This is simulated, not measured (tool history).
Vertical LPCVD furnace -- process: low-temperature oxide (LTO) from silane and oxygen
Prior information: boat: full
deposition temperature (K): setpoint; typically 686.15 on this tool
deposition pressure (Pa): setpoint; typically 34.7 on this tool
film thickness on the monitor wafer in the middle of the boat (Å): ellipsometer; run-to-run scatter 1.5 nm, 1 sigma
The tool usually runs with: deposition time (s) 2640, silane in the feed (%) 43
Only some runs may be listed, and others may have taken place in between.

run     day  deposition temperature (K)  deposition pressure (Pa)  deposition time (s)  silane in the feed (%)  read-back reference wafer on the same gauge, thickness  film thickness on the monitor wafer in the middle of the boat (Å)
  1   0.000                      686.15                      34.7                 2640                      43                                                  656.82                                                             7000.1
  2   0.458                      686.15                      34.7                 2640                      43                                                  657.52                                                             7020.8
  3   0.817                      686.15                      34.7                 2640                      43                                                  656.67                                                             6993.3
  4   1.654                      686.15                      34.7                 2640                      43                                                  657.08                                                             7040.1
  5   2.162                      686.15                      34.7                 2640                      43                                                  656.51                                                             7005.1
  6   2.704                      686.15                      34.7                 1920                      43                                                  657.07                                                             5089.7
  7   3.183                      686.15                      34.7                 1920                      43                                                  657.26                                                             5119.4
  8   3.542                      686.15                      34.7                 2640                      43                                                  657.18                                                             7023.9
  9   4.158                      686.15                      34.7                 2130                      39                                                  656.84                                                             5086.3
 10   6.371                      686.15                      34.7                 2130                      39                                                  657.60                                                             5099.0
 11   7.179                      686.15                      34.7                 2640                      49                                                  656.99                                                             7956.1
 12   7.650                      686.15                      34.7                 2640                      49                                                  657.18                                                             7910.0
 13   8.529                      679.15                      34.7                 2160                      43                                                  657.00                                                             5366.8
 14   8.908                      679.15                      34.7                 2160                      43                                                  657.24                                                             5372.5
 15   9.625                      686.15                      34.7                 2640                      43                                                  657.22                                                             7068.5
 16  10.392                      677.15                      34.7                 3510                      48                                                  656.41                                                             9502.5
     11.629  -- pressure gauge zeroed
     12.088  -- silane flow controller replaced
 17  12.108                      686.15                      28.7                 3450                      43                                                  657.23                                                             7331.4
 18  12.333                      686.15                      34.7                 2640                      43                                                  657.50                                                             6776.3
 19  12.558                      686.15                      34.7                 3240                      43                                                  657.37                                                             8294.6
 20  13.188                      678.15                      34.7                 2640                      43                                                  656.48                                                             6256.7
 21  14.133                      686.15                      34.7                 2640                      43                                                  656.82                                                             6786.5
 22  14.646                      689.15                      29.3                 3630                      48                                                  656.24                                                             9074.9
     15.017  -- gauge calibrated
 23  15.246                      686.15                      34.7                 2640                      43                                                  657.12                                                             6788.0
 24  16.888                      680.15                      42.7                 1920                      43                                                  656.53                                                             5742.4
     19.233  -- thermocouples replaced and temperature profile calibrated
 25  19.254                      686.15                      28.0                 2940                      43                                                  657.41                                                             5895.9
 26  20.788                      693.15                      30.0                 2640                      49                                                  657.15                                                             6881.5
 27  21.267                      680.15                      34.7                 2640                      43                                                  656.47                                                             6152.0
 28  21.679                      695.15                      34.7                 2640                      35                                                  657.30                                                             5672.0
 29  22.362                      693.15                      34.7                 2640                      43                                                  656.91                                                             7060.2
 30  22.812                      694.15                      34.7                 2640                      39                                                  657.26                                                             6434.1
 31  24.150                      690.15                      34.7                 2640                      43                                                  657.30                                                             6885.8

Some steps in film thickness on the monitor wafer in the middle of the boat (Å) between neighbouring runs. How much of each would the tool show without its hidden state too (settings, what came in, random variation), and how much is left for the hidden state, with any gauge scatter that isn't in both results?
Hidden state at play: true tube temperature minus thermocouple reading, K; true pressure minus gauge reading, mTorr; deviation of the silane flow from its setpoint, %; gauge reads high (%).
Run 10 -> 11: deposition time (s) 2130 -> 2640, silane in the feed (%) 39 -> 49. film thickness on the monitor wafer in the middle of the boat (Å) +2857.1: hidden state +241.3, all else +2615.8.
Run 12 -> 13: deposition temperature (K) 686.15 -> 679.15, deposition time (s) 2640 -> 2160, silane in the feed (%) 49 -> 43. film thickness on the monitor wafer in the middle of the boat (Å) -2543.2: hidden state -208.9, all else -2334.3.
Run 15 -> 16: deposition temperature (K) 686.15 -> 677.15, deposition time (s) 2640 -> 3510, silane in the feed (%) 43 -> 48. film thickness on the monitor wafer in the middle of the boat (Å) +2434.0: hidden state +227.0, all else +2207.0.
Run 16 -> 17: deposition temperature (K) 677.15 -> 686.15, deposition pressure (Pa) 34.7 -> 28.7, deposition time (s) 3510 -> 3450, silane in the feed (%) 48 -> 43, pressure gauge zeroed, silane flow controller replaced. film thickness on the monitor wafer in the middle of the boat (Å) -2171.1: hidden state -461.5, all else -1709.6.
